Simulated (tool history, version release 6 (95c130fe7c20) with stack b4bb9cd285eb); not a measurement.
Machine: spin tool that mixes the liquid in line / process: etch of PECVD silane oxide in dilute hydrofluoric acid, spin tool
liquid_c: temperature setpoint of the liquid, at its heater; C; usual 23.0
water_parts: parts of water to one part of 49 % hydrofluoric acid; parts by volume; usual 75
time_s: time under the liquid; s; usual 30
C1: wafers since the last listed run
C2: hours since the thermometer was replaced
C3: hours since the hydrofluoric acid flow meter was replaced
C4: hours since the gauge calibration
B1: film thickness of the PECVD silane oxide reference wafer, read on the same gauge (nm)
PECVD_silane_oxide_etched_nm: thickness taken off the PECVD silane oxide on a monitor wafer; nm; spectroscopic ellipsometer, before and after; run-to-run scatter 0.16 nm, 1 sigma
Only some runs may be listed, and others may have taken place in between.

Run 1, day 0.000: usual settings; C1 0; C2 559.2; C3 396.3; C4 301.1; B1 109.98. Result: PECVD_silane_oxide_etched_nm 19.95 nm.
Run 2, day 1.233: usual settings; C1 531; C2 588.8; C3 425.9; C4 330.7; B1 109.96. Result: PECVD_silane_oxide_etched_nm 19.70 nm.
At day 2.171: gauge calibrated.
Run 3, day 2.729: usual settings; C1 644; C2 624.7; C3 461.8; C4 13.4; B1 109.99. Result: PECVD_silane_oxide_etched_nm 19.74 nm.
Run 4, day 3.933: usual settings; C1 518; C2 653.6; C3 490.7; C4 42.3; B1 110.03. Result: PECVD_silane_oxide_etched_nm 20.09 nm.
Run 5, day 5.246: usual settings; C1 565; C2 685.1; C3 522.2; C4 73.8; B1 110.03. Result: PECVD_silane_oxide_etched_nm 19.99 nm.
Run 6, day 6.504: usual settings; C1 542; C2 715.3; C3 552.4; C4 104.0; B1 110.01. Result: PECVD_silane_oxide_etched_nm 20.16 nm.
At day 6.962: thermometer replaced.
Run 7, day 7.025: usual settings; C1 206; C2 1.5; C3 564.9; C4 116.5; B1 109.99. Result: PECVD_silane_oxide_etched_nm 20.07 nm.
At day 7.550: hydrofluoric acid flow meter replaced.
Run 8, day 7.771: usual settings; C1 303; C2 19.4; C3 5.3; C4 134.4; B1 110.01. Result: PECVD_silane_oxide_etched_nm 20.04 nm.
Run 9, day 8.292: usual settings but water_parts 50 parts by volume, time_s 20 s; C1 224; C2 31.9; C3 17.8; C4 146.9; B1 110.00. Result: PECVD_silane_oxide_etched_nm 20.23 nm.
Run 10, day 11.538: usual settings but liquid_c 19.5 C, water_parts 55 parts by volume; C1 1398; C2 109.8; C3 95.7; C4 224.8; B1 110.02. Result: PECVD_silane_oxide_etched_nm 23.93 nm.
Run 11, day 13.008: usual settings; C1 633; C2 145.1; C3 131.0; C4 260.1; B1 109.99. Result: PECVD_silane_oxide_etched_nm 19.75 nm.
Run 12, day 13.879: usual settings but time_s 15 s; C1 375; C2 166.0; C3 151.9; C4 281.0; B1 110.00. Result: PECVD_silane_oxide_etched_nm 9.87 nm.
Run 13, day 14.483: usual settings but liquid_c 27.5 C, water_parts 45 parts by volume, time_s 15 s; C1 260; C2 180.5; C3 166.4; C4 295.5; B1 110.00. Result: PECVD_silane_oxide_etched_nm 20.49 nm.
At day 15.004: gauge calibrated.
Run 14, day 15.983: usual settings; C1 646; C2 216.5; C3 202.4; C4 23.5; B1 110.02. Result: PECVD_silane_oxide_etched_nm 20.21 nm.
Run 15, day 16.538: usual settings but water_parts 100 parts by volume, time_s 15 s; C1 238; C2 229.8; C3 215.7; C4 36.8; B1 109.99. Result: PECVD_silane_oxide_etched_nm 7.20 nm.
Run 16, day 17.471: usual settings but water_parts 55 parts by volume, time_s 40 s; C1 402; C2 252.2; C3 238.1; C4 59.2; B1 109.99. Result: PECVD_silane_oxide_etched_nm 37.27 nm.
Run 17, day 18.638: usual settings; C1 502; C2 280.2; C3 266.1; C4 87.2; B1 110.01. Result: PECVD_silane_oxide_etched_nm 19.79 nm.
Run 18, day 19.833: usual settings but liquid_c 24.5 C, time_s 35 s; C1 515; C2 308.9; C3 294.8; C4 115.9; B1 110.01. Result: PECVD_silane_oxide_etched_nm 24.77 nm.

What if the next run were any one of these 3? Each begins from the tool's condition after run 18:
Run A, day 19.850: usual settings; C1 7; C2 309.3; C3 295.2; C4 116.3; B1 ?. Result: PECVD_silane_oxide_etched_nm ?.
Run B, day 19.850: usual settings but liquid_c 26.5 C; C1 7; C2 309.3; C3 295.2; C4 116.3; B1 ?. Result: PECVD_silane_oxide_etched_nm ?.
Run C, day 19.850: usual settings but water_parts 105 parts by volume, time_s 40 s; C1 7; C2 309.3; C3 295.2; C4 116.3; B1 ?. Result: PECVD_silane_oxide_etched_nm ?.

run      B1  PECVD_silane_oxide_etched_nm
  A  109.98                         19.76
  B  109.98                         22.74
  C  109.98                         18.14
Take away the tool's hidden state, keep each run's random variation, and the runs would have read:
run  PECVD_silane_oxide_etched_nm
  A                         19.76
  B                         22.74
  C                         18.14
